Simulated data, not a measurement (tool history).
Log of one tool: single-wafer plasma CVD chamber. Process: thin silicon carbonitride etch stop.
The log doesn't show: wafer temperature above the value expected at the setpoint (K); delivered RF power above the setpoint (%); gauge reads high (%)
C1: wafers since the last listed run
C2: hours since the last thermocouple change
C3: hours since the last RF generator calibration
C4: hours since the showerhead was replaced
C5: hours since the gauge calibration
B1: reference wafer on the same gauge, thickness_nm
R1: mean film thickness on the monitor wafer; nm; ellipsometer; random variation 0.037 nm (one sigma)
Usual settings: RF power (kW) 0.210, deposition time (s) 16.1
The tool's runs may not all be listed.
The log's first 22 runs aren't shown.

At hour 558.0: thermocouple changed; heater temperature recalibrated.
Run 23, hour 578.5: usual settings but deposition time (s) 14.8; C1 1272; C2 20.5; C3 171.9; C4 7204.7; C5 1119.2; B1 10.504. Result: R1 9.560 nm.
At hour 599.0: showerhead replaced.
Run 24, hour 599.5: usual settings but RF power (kW) 0.190, deposition time (s) 19.2; C1 619; C2 41.5; C3 192.9; C4 0.5; C5 1140.2; B1 10.490. Result: R1 11.900 nm.
Run 25, hour 626.6: usual settings; C1 1291; C2 68.6; C3 220.0; C4 27.6; C5 1167.3; B1 10.498. Result: R1 10.390 nm.
Run 26, hour 652.0: usual settings but deposition time (s) 13.9; C1 1210; C2 94.0; C3 245.4; C4 53.0; C5 1192.7; B1 10.496. Result: R1 8.983 nm.
Run 27, hour 679.2: usual settings but RF power (kW) 0.195, deposition time (s) 18.3; C1 1296; C2 121.2; C3 272.6; C4 80.2; C5 1219.9; B1 10.509. Result: R1 11.473 nm.
Run 28, hour 711.4: usual settings; C1 1534; C2 153.4; C3 304.8; C4 112.4; C5 1252.1; B1 10.509. Result: R1 10.408 nm.
At hour 718.1: gauge calibrated.
Run 29, hour 746.6: usual settings but RF power (kW) 0.190, deposition time (s) 13.7; C1 1677; C2 188.6; C3 340.0; C4 147.6; C5 28.5; B1 10.483. Result: R1 8.507 nm.
Run 30, hour 761.1: usual settings but RF power (kW) 0.230; C1 691; C2 203.1; C3 354.5; C4 162.1; C5 43.0; B1 10.508. Result: R1 10.801 nm.
Run 31, hour 783.9: usual settings but deposition time (s) 13.4; C1 1086; C2 225.9; C3 377.3; C4 184.9; C5 65.8; B1 10.502. Result: R1 8.635 nm.

Forecast run 32:
Run 32, hour 806.1: usual settings but deposition time (s) 13.1; C1 1058; C2 248.1; C3 399.5; C4 207.1; C5 88.0; B1 ?. Result: R1 ?.

Run 32 gave B1 10.507, R1 8.536 nm.
Without the tool's hidden state the same run would have given R1 8.536 nm.
